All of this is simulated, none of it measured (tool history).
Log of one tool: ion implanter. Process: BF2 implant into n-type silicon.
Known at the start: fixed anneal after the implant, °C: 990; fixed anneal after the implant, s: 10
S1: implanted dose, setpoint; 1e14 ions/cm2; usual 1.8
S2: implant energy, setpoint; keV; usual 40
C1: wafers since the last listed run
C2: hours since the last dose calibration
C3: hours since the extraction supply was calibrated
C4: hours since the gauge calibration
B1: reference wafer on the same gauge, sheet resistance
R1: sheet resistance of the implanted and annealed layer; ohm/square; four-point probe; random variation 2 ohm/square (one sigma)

run	day	S1	S2	C1	C2	C3	C4	B1	R1
1	0	1.8	50	0	703.2	6420.8	1327.4	529.72	546.39
2	2.525	1.8	50	1127	763.8	6481.4	1388	529.6	550.98
3	4.733	1.8	50	985	816.8	6534.4	1441	530.09	544.58
# day 5.358: Faraday cup replaced and dose calibrated
4	6.738	1.8	46.5	745	33.1	6582.5	1489.1	529.72	567.64
5	10.017	1.8	46.5	1464	111.8	6661.2	1567.8	529.87	564.21
6	13.908	1.8	46.5	1737	205.2	6754.6	1661.2	529.9	564.13
7	16.058	1.53	45.5	959	256.8	6806.2	1712.8	529.89	630.7
8	22.133	1.53	45.5	2712	402.6	6952	1858.6	530.07	632.07
9	24.55	1.5	40	1078	460.6	7010	1916.6	529.8	649.27
10	26.333	1.8	40	796	503.4	7052.8	1959.4	529.23	567.14
11	28.179	1.8	40	824	547.7	7097.1	2003.7	530.07	566.09
12	31.992	1.8	40	1702	639.2	7188.6	2095.2	530.1	561.07
# day 38.917: Faraday cup replaced and dose calibrated
13	40.729	1.8	40	3752	43.5	7398.3	2304.9	530.06	572.68
14	42.904	1.8	40	971	95.7	7450.5	2357.1	530.31	574.71
# day 46.408: extraction supply calibrated
15	46.896	1.8	46	1633	191.5	11.7	2452.9	529.53	563.54
16	49.079	1.8	33.5	974	243.9	64.1	2505.3	530.73	580.4
17	50.825	1.8	33.5	779	285.8	106	2547.2	529.65	579.5
18	54.35	1.53	45.5	1573	370.4	190.6	2631.8	529.84	628.52
19	56.4	1.8	35	915	419.6	239.8	2681	529.67	574.64
20	62.283	1.4	34	2626	560.8	381	2822.2	529.54	696.57
21	66.429	2.25	32.5	1850	660.3	480.5	2921.7	530.45	477.26
22	71.417	2.02	30.5	2226	780	600.2	3041.4	530.38	521.54
# day 76.379: Faraday cup replaced and dose calibrated
23	80.579	1.8	46.5	3941	100.8	820.1	3261.3	530.05	565.84
24	82.45	1.8	40	835	145.7	865	3306.2	529.88	573.25
# day 83.846: gauge calibrated
25	85.612	1.51	33.5	1411	221.6	940.9	42.4	530.64	665.46
26	89.204	2.19	40	1603	307.8	1027.1	128.6	530.12	489.16
27	92.633	1.8	40	1530	390.1	1109.4	210.9	530.01	572.88
28	96.029	1.8	32.5	1516	471.6	1190.9	292.4	530.58	576.18
29	99.329	1.33	53	1473	550.8	1270.1	371.6	530.17	684.13
30	102.321	1.49	33.5	1335	622.6	1341.9	443.4	529.77	661.56
31	104.933	2.1	45.5	1166	685.3	1404.6	506.1	530.16	493.27
# day 106.142: Faraday cup replaced and dose calibrated
32	107.479	1.8	40	987	32.1	1465.7	567.2	530.02	578.38
33	111.138	2.13	49.5	1633	119.9	1553.5	655	529.88	496.63
34	113.267	1.95	45	950	171	1604.6	706.1	530.09	534.35
35	117.3	1.8	47.5	1800	267.8	1701.4	802.9	530.01	560.8
36	121.05	1.99	32.5	1674	357.8	1791.4	892.9	529.74	539.53

Some steps in R1 between neighbouring runs. How much of each would the tool show without its hidden state too (settings, what came in, random variation), and how much is left for the hidden state, with any gauge scatter that isn't in both results?
The hidden state here: deviation of the true dose from the Faraday cup's reading, %; deviation of the true energy from its setpoint, %; gauge reads high (%).
Run 3 -> 4: S2 50 -> 46.5, Faraday cup replaced and dose calibrated. R1 +23.06 ohm/square: hidden state +14.41, all else +8.65.
Run 20 -> 21: S1 1.4 -> 2.25, S2 34 -> 32.5. R1 -219.31 ohm/square: hidden state +2.62, all else -221.93.
Run 22 -> 23: S1 2.02 -> 1.8, S2 30.5 -> 46.5, Faraday cup replaced and dose calibrated. R1 +44.3 ohm/square: hidden state +14.77, all else +29.53.
Run 25 -> 26: S1 1.51 -> 2.19, S2 33.5 -> 40. R1 -176.3 ohm/square: hidden state -0.15, all else -176.15.
Run 30 -> 31: S1 1.49 -> 2.1, S2 33.5 -> 45.5. R1 -168.29 ohm/square: hidden state +2.78, all else -171.07.
Run 31 -> 32: S1 2.1 -> 1.8, S2 45.5 -> 40, Faraday cup replaced and dose calibrated. R1 +85.11 ohm/square: hidden state +13.23, all else +71.88.
